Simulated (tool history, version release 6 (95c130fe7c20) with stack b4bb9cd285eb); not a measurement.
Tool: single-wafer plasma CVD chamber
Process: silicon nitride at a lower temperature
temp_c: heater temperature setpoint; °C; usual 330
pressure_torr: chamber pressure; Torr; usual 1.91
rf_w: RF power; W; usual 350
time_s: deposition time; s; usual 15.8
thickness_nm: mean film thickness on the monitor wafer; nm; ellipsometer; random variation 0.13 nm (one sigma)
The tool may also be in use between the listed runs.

run   hour  temp_c  pressure_torr  rf_w  time_s  read-back reference wafer on the same gauge, thickness_nm  thickness_nm
  1      0     330           1.59   350    15.8                                                     20.713        20.498
  2   30.3     330           1.91   330    15.8                                                     20.713        20.747
  3   48.6     330           1.91   350    15.8                                                     20.683        22.173
  4   81.9     330           1.91   350    15.8                                                      20.69        22.277
  5  111.7     319           1.91   350    15.8                                                     20.672        22.002
  6  125.2     323           2.09   320    15.8                                                      20.68        21.496
  7  151.3     330           2.19   350    15.8                                                     20.692         22.84
  8  172.3     330           1.91   370    15.8                                                     20.713        22.856
  9  189.7     330           1.91   350    17.9                                                     20.726         25.28
 10    203     321           2.06   295    15.8                                                     20.695        20.464
 11  235.8     330           1.91   350    15.8                                                     20.712        22.451
 12  267.3     330           1.91   350    18.9                                                      20.71        26.595
 13  282.9     315           1.77   325    15.8                                                      20.72        20.859
 14  305.3     342           1.91   350    15.8                                                     20.725        22.013
 15  318.8     330           1.91   350    15.8                                                     20.709          22.2
 16  417.3     315           1.77   325    15.8                                                     20.666        20.975
 17  437.5     342           2.35   300    14.5                                                     20.693        19.425
 18  450.9     330           1.58   305    15.8                                                     20.751        19.632
 19  464.5     330           1.91   350    17.1                                                     20.662        23.984
 20  498.8     330           1.91   350    15.8                                                     20.709        22.025
 21  522.9     330           1.55   400    15.8                                                     20.675        22.621
 22  543.5     330           1.91   285    15.8                                                     20.694        19.652
 23  558.9     319           1.91   325    17.5                                                     20.736        23.436
 24    587     322           1.91   350    14.6                                                     20.662        20.473
 25  619.4     324           1.91   410    15.8                                                     20.635        24.075
 26  638.6     321           1.59   370    15.8                                                     20.734         21.56
 27  670.4     330           1.91   350    15.8                                                     20.682        21.703
 28  699.4     325           1.59   375    15.8                                                     20.712        21.885

Taken out of this log: 4 entries between the listed runs. Where each belongs, and how the hidden state differs across it:
Between runs 2 and 3: RF generator calibrated (hour 39.1)
  delivered RF power above the setpoint (%): -6.05 -> -0.0501
  measured less the result without the state, thickness_nm: -0.743 -> -0.006 nm
Between runs 11 and 12: gauge calibrated (hour 265.2)
  delivered RF power above the setpoint (%): -0.313 -> -0.404
  measured less the result without the state, thickness_nm: -0.039 -> -0.059 nm
Between runs 13 and 14: capacitance manometer re-zeroed and calibrated (hour 302.7)
  delivered RF power above the setpoint (%): -0.454 -> -0.531
  measured less the result without the state, thickness_nm: -0.054 -> -0.064 nm
Between runs 15 and 16: showerhead replaced (hour 416.8)
  delivered RF power above the setpoint (%): -0.582 -> -1.02
  measured less the result without the state, thickness_nm: -0.071 -> -0.123 nm
